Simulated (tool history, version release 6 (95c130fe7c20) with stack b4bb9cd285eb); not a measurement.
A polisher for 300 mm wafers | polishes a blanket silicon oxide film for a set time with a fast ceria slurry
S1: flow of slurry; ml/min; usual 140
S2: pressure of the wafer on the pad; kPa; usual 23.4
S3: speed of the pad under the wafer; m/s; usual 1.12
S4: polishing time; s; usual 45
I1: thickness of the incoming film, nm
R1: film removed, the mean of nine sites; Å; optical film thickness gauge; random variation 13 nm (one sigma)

run 1 hour=0 | S1=140 S2=29.6 S3=1.12 S4=45 | I1=3850 | R1=11565
run 2 hour=10.2 | S1=140 S2=29.6 S3=1.12 S4=45 | I1=3962.9 | R1=11645
-- hour=22.6 worn pad replaced by a new one
run 3 hour=23.1 | S1=140 S2=23.4 S3=1.12 S4=45 | I1=3968.3 | R1=9260
run 4 hour=38.1 | S1=140 S2=23.4 S3=1.12 S4=45 | I1=3938.9 | R1=9112
run 5 hour=46 | S1=140 S2=23.4 S3=1.12 S4=45 | I1=3826.9 | R1=9169
run 6 hour=90.5 | S1=140 S2=23.4 S3=1.12 S4=36 | I1=3820.1 | R1=7184
run 7 hour=101.2 | S1=140 S2=23.4 S3=1.12 S4=45 | I1=3885 | R1=9095
run 8 hour=110.7 | S1=140 S2=23.4 S3=1.12 S4=45 | I1=3990.7 | R1=8989
run 9 hour=118.5 | S1=130 S2=23.4 S3=0.82 S4=45 | I1=3878.4 | R1=6579
-- hour=120.3 slurry nozzle cleaned
run 10 hour=125.4 | S1=100 S2=16.5 S3=1.5 S4=45 | I1=3957.5 | R1=8975
-- hour=142.7 worn pad replaced by a new one
run 11 hour=143.2 | S1=165 S2=23.4 S3=0.98 S4=56 | I1=3836.3 | R1=11268
run 12 hour=158.9 | S1=140 S2=23.4 S3=0.78 S4=58 | I1=3901.1 | R1=9166
-- hour=169.4 head pressure recalibrated
run 13 hour=169.9 | S1=170 S2=23.4 S3=1.34 S4=45 | I1=3970.3 | R1=12413
run 14 hour=181.5 | S1=115 S2=26.9 S3=1.34 S4=52 | I1=3862.1 | R1=15088
run 15 hour=188.7 | S1=140 S2=23.4 S3=1.12 S4=45 | I1=3901.6 | R1=9923
run 16 hour=198.7 | S1=140 S2=23.4 S3=1.32 S4=45 | I1=3868.9 | R1=11465
run 17 hour=243.4 | S1=140 S2=23.4 S3=1.12 S4=45 | I1=3869.6 | R1=9902
run 18 hour=258.4 | S1=140 S2=29.6 S3=1.12 S4=45 | I1=3908.1 | R1=12386

Some steps in R1 between neighbouring runs. How much of each would the tool show without its hidden state too (settings, what came in, random variation), and how much is left for the hidden state, with any gauge scatter that isn't in both results?
The hidden state here: removal rate lost through wear of the pad, %; slurry flow missing at the pad, %; deviation of the head's pressure from its setpoint, %.
Run 9 -> 10: S1 130 -> 100, S2 23.4 -> 16.5, S3 0.82 -> 1.5, slurry nozzle cleaned. R1 +2396 Å: hidden state +810, all else +1586.
Run 14 -> 15: S1 115 -> 140, S2 26.9 -> 23.4, S3 1.34 -> 1.12, S4 52 -> 45. R1 -5165 Å: hidden state +244, all else -5409.
